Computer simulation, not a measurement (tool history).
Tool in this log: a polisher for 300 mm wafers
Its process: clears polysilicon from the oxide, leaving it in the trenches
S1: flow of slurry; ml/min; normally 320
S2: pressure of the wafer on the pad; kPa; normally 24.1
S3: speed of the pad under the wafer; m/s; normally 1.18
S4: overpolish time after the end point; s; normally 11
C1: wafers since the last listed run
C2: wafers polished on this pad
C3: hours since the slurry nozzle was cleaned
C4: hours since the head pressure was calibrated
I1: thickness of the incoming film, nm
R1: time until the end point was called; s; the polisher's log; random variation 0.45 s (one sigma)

run,day,S1,S2,S3,S4,C1,C2,C3,C4,I1,R1
1,0,320,24.1,1.18,11,0,3346,694.4,653.7,508.2,26.8
2,1.392,320,24.1,1.18,11,328,3675,727.8,687.1,493.6,25.9
3,2.996,320,24.1,1.18,11,379,4054,766.3,725.6,504.8,26.6
4,5.525,320,24.1,1.18,11,597,4652,827,786.3,500.4,26.3
5,7.625,320,24.1,1.18,16,496,5148,877.4,836.7,504.1,26.2
6,9.654,320,24.1,1.18,11,479,5628,926.1,885.4,501.6,26.4
# day 10.592: worn pad replaced by a new one, of another model than before
# day 11.558: slurry nozzle cleaned
7,11.796,320,24.1,1.4,11,456,274,5.7,936.8,502.7,24.8
8,14.204,320,28.3,1.18,11,569,844,63.5,994.6,493.1,24
9,17.062,320,24.1,1.18,11,675,1519,132.1,1063.2,504.2,26.3
# day 19.425: head pressure recalibrated
10,19.729,320,24.1,0.86,8,610,2130,196.1,7.3,495.4,32.7
11,22.396,320,24.1,1.18,11,630,2760,260.1,71.3,508.8,27.6
12,23.496,320,24.1,1.18,6,259,3020,286.5,97.7,499.6,27
13,25.658,240,24.1,1.18,11,511,3531,338.4,149.6,501.8,28.9
14,28.567,290,29.6,0.84,11,687,4218,408.2,219.4,497,29.3
15,29.696,320,26.2,1.38,14,266,4485,435.3,246.5,504.4,24.3
16,31.142,225,24.1,1.18,11,341,4827,470,281.2,493.8,27.7
17,32.488,320,24.1,1.18,11,318,5145,502.3,313.5,489.9,27.7
# day 33.533: worn pad replaced by a new one
18,33.554,320,17.9,1.18,11,212,5,527.9,339.1,499.7,32.5
19,35.217,320,24.1,1.18,11,392,398,567.8,379,502.1,27.9
20,38.029,320,24.1,1.18,11,664,1062,635.3,446.5,491.9,26.9
21,40.129,395,24.1,1.18,11,496,1559,685.7,496.9,504.1,27.5
22,42.842,320,24.1,1.18,11,641,2200,750.8,562,501.3,27.5
23,44.479,320,24.1,0.76,13,387,2587,790.1,601.3,495,34
24,45.992,350,24.1,0.9,6,357,2944,826.4,637.6,494.5,31.7
# day 47.521: slurry nozzle cleaned
25,47.612,320,24.1,1.18,11,373,3318,2.2,676.5,496.1,26.9
26,48.704,420,29,0.98,6,258,3576,28.4,702.7,491.6,26.4
27,50.146,320,24.1,1.18,6,340,3916,63,737.3,502.9,27.9
28,51.342,320,17.2,1.58,11,282,4199,91.7,766,499.2,27
29,53.196,265,29,1.18,11,438,4637,136.2,810.5,504.1,24.1
30,54.442,210,28.3,1.18,13,294,4932,166.1,840.4,490.6,24.6
# day 55.042: worn pad replaced by a new one
# day 57.312: head pressure recalibrated
31,60.779,320,24.1,1.18,18,1438,1336,318.2,83.2,501.8,28.5
32,62.929,320,22.1,1.18,11,508,1844,369.8,134.8,501.6,29
33,65.892,320,29,1.18,11,700,2545,440.9,205.9,502.9,25.5
34,68.392,355,16.5,1.48,11,590,3135,500.9,265.9,500.3,30.1

Run-by-run hidden state of the tool:
removal rate lost through wear of the pad, %: 0 on each run
slurry flow missing at the pad, %: 0 on each run
H1: deviation of the head's pressure from its setpoint, %
run,H1
1,4.27
2,4.59
3,4.99
4,5.67
5,6.27
6,6.89
7,7.57
8,8.39
9,9.43
10,1.53
11,1.57
12,1.6
13,1.7
14,1.89
15,1.98
16,2.11
17,2.25
18,2.38
19,2.59
20,3
21,3.35
22,3.85
23,4.19
24,4.52
25,4.9
26,5.16
27,5.53
28,5.84
29,6.36
30,6.72
31,-0.15
32,-0.0673
33,0.111
34,0.319
